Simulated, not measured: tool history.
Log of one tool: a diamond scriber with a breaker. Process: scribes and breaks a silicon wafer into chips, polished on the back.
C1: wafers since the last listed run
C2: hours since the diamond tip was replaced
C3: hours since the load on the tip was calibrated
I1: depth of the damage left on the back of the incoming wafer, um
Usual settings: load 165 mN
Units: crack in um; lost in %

Run 1, hour 0: usual settings; C1 0; C2 302.9; C3 1322.9; I1 0.04. Result: crack 9.19 um, lost 2.48 %.
Run 2, hour 29: usual settings; C1 97; C2 331.9; C3 1351.9; I1 0.02. Result: crack 9.54 um, lost 2.56 %.
Run 3, hour 46: usual settings but load 186 mN; C1 57; C2 348.9; C3 1368.9; I1 0.02. Result: crack 10.07 um, lost 2.33 %.
Run 4, hour 65.7: usual settings but load 130 mN; C1 66; C2 368.6; C3 1388.6; I1 0.02. Result: crack 7.74 um, lost 15.95 %.
Run 5, hour 150.5: usual settings but load 130 mN; C1 285; C2 453.4; C3 1473.4; I1 0.01. Result: crack 7.58 um, lost 16.23 %.
Run 6, hour 177.9: usual settings; C1 92; C2 480.8; C3 1500.8; I1 0.02. Result: crack 9.17 um, lost 3.2 %.
Run 7, hour 199.3: usual settings; C1 71; C2 502.2; C3 1522.2; I1 0.04. Result: crack 8.98 um, lost 3.09 %.
Run 8, hour 224.7: usual settings but load 201 mN; C1 85; C2 527.6; C3 1547.6; I1 0.03. Result: crack 10.37 um, lost 3.37 %.
Run 9, hour 242.2: usual settings; C1 58; C2 545.1; C3 1565.1; I1 0.03. Result: crack 8.92 um, lost 3.65 %.
At hour 249.4: load on the tip recalibrated.
Run 10, hour 272: usual settings but load 134 mN; C1 93; C2 574.9; C3 22.6; I1 0.02. Result: crack 7.57 um, lost 16.92 %.
Run 11, hour 297.6: usual settings but load 208 mN; C1 86; C2 600.5; C3 48.2; I1 0.02. Result: crack 10.6 um, lost 3.4 %.
Run 12, hour 332.9: usual settings but load 195 mN; C1 118; C2 635.8; C3 83.5; I1 0.04. Result: crack 9.91 um, lost 2.08 %.
At hour 344.1: diamond tip replaced by a new one.
Run 13, hour 430.2: usual settings but load 193 mN; C1 320; C2 86.1; C3 180.8; I1 0.03. Result: crack 10.98 um, lost 4.17 %.
Run 14, hour 451.5: usual settings; C1 71; C2 107.4; C3 202.1; I1 0.01. Result: crack 9.64 um, lost 1.89 %.
Run 15, hour 482.6: usual settings; C1 104; C2 138.5; C3 233.2; I1 0.04. Result: crack 9.48 um, lost 1.94 %.

Forecast each of these 4 alternatives for the next run:
Run A, hour 483.2: usual settings; C1 2; C2 139.1; C3 233.8; I1 0.02. Result: crack ?, lost ?.
Run B, hour 483.2: usual settings but load 183 mN; C1 2; C2 139.1; C3 233.8; I1 0.02. Result: crack ?, lost ?.
Run C, hour 483.2: usual settings but load 131 mN; C1 2; C2 139.1; C3 233.8; I1 0.02. Result: crack ?, lost ?.
Run D, hour 483.2: usual settings but load 178 mN; C1 2; C2 139.1; C3 233.8; I1 0.02. Result: crack ?, lost ?.

run  crack   lost
  A   9.58   1.96
  B  10.34   2.77
  C   8.04  13.19
  D  10.13   2.19
Without the tool's hidden state the same runs would have given:
run  crack   lost
  A   9.78   1.81
  B  10.57   3.65
  C   8.21  10.94
  D  10.35    2.8
